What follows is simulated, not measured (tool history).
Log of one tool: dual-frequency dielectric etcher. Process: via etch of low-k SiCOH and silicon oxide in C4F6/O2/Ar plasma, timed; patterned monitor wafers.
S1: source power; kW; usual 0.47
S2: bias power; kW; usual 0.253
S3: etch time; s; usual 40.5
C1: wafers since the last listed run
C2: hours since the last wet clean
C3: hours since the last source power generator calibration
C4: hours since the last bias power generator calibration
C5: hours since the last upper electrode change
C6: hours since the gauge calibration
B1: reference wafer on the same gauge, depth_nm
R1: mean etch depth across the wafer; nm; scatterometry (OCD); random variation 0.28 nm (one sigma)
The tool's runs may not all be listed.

| run | hour | S1 | S2 | S3 | C1 | C2 | C3 | C4 | C5 | C6 | B1 | R1 |
|---|---|---|---|---|---|---|---|---|---|---|---|---|
| 1 | 0 | 0.47 | 0.253 | 40.5 | 0 | 272 | 2051.8 | 1348.1 | 2304.3 | 141.1 | 127 | 123.8 |
| 2 | 34.9 | 0.47 | 0.253 | 40.5 | 491 | 306.9 | 2086.7 | 1383 | 2339.2 | 176 | 127.1 | 124.6 |
|  | 49.2 | gauge calibrated |
| 3 | 57.2 | 0.47 | 0.253 | 40.5 | 313 | 329.2 | 2109 | 1405.3 | 2361.5 | 8 | 126.9 | 125.4 |
| 4 | 72.2 | 0.47 | 0.253 | 40.5 | 211 | 344.2 | 2124 | 1420.3 | 2376.5 | 23 | 127 | 124.7 |
| 5 | 93.7 | 0.47 | 0.253 | 40.5 | 302 | 365.7 | 2145.5 | 1441.8 | 2398 | 44.5 | 127 | 125.3 |
| 6 | 109.9 | 0.47 | 0.253 | 40.5 | 228 | 381.9 | 2161.7 | 1458 | 2414.2 | 60.7 | 127.1 | 125 |
|  | 139.1 | wet clean of the chamber |
| 7 | 139.6 | 0.47 | 0.253 | 40.5 | 80 | 0.5 | 2191.4 | 1487.7 | 2443.9 | 90.4 | 126.9 | 121.7 |
| 8 | 154.3 | 0.47 | 0.253 | 40.5 | 206 | 15.2 | 2206.1 | 1502.4 | 2458.6 | 105.1 | 127.1 | 121.3 |
| 9 | 167.3 | 0.55 | 0.236 | 40.5 | 182 | 28.2 | 2219.1 | 1515.4 | 2471.6 | 118.1 | 126.9 | 123.5 |
| 10 | 195.1 | 0.47 | 0.253 | 40.5 | 391 | 56 | 2246.9 | 1543.2 | 2499.4 | 145.9 | 127 | 122.7 |
|  | 211.9 | source power generator calibrated |
|  | 216.1 | bias power generator calibrated |
| 11 | 225.3 | 0.52 | 0.237 | 50 | 312 | 86.2 | 13.4 | 9.2 | 2529.6 | 176.1 | 127.1 | 151.4 |
|  | 243.4 | gauge calibrated |
|  | 263.2 | upper electrode replaced |
| 12 | 263.7 | 0.59 | 0.227 | 33.5 | 202 | 124.6 | 51.8 | 47.6 | 0.5 | 20.3 | 127 | 103.4 |
| 13 | 285.5 | 0.35 | 0.284 | 50.5 | 306 | 146.4 | 73.6 | 69.4 | 22.3 | 42.1 | 127 | 149 |
| 14 | 315.7 | 0.47 | 0.253 | 40.5 | 425 | 176.6 | 103.8 | 99.6 | 52.5 | 72.3 | 127 | 123.4 |
| 15 | 333.8 | 0.53 | 0.287 | 40.5 | 254 | 194.7 | 121.9 | 117.7 | 70.6 | 90.4 | 127 | 137.2 |
| 16 | 362.8 | 0.53 | 0.271 | 44 | 408 | 223.7 | 150.9 | 146.7 | 99.6 | 119.4 | 127 | 144.3 |

How the hidden state differs across the entries between the runs, from the last listed run before each to the first after it:
Between runs 2 and 3: gauge calibrated (hour 49.2)
  etch rate over this chamber's usual, %: 2.83 -> 3.01
  measured less the result without the state, R1: +3.5 -> +3.7 nm
Between runs 6 and 7: wet clean of the chamber (hour 139.1)
  etch rate over this chamber's usual, %: 3.43 -> 0.397
  measured less the result without the state, R1: +4.1 -> +0.5 nm
Between runs 10 and 11: source power generator calibrated (hour 211.9); bias power generator calibrated (hour 216.1)
  etch rate over this chamber's usual, %: 0.841 -> 1.08
  measured less the result without the state, R1: +1 -> +1.6 nm
Between runs 11 and 12: gauge calibrated (hour 243.4); upper electrode replaced (hour 263.2)
  etch rate over this chamber's usual, %: 1.08 -> 1.39
  measured less the result without the state, R1: +1.6 -> +1.4 nm
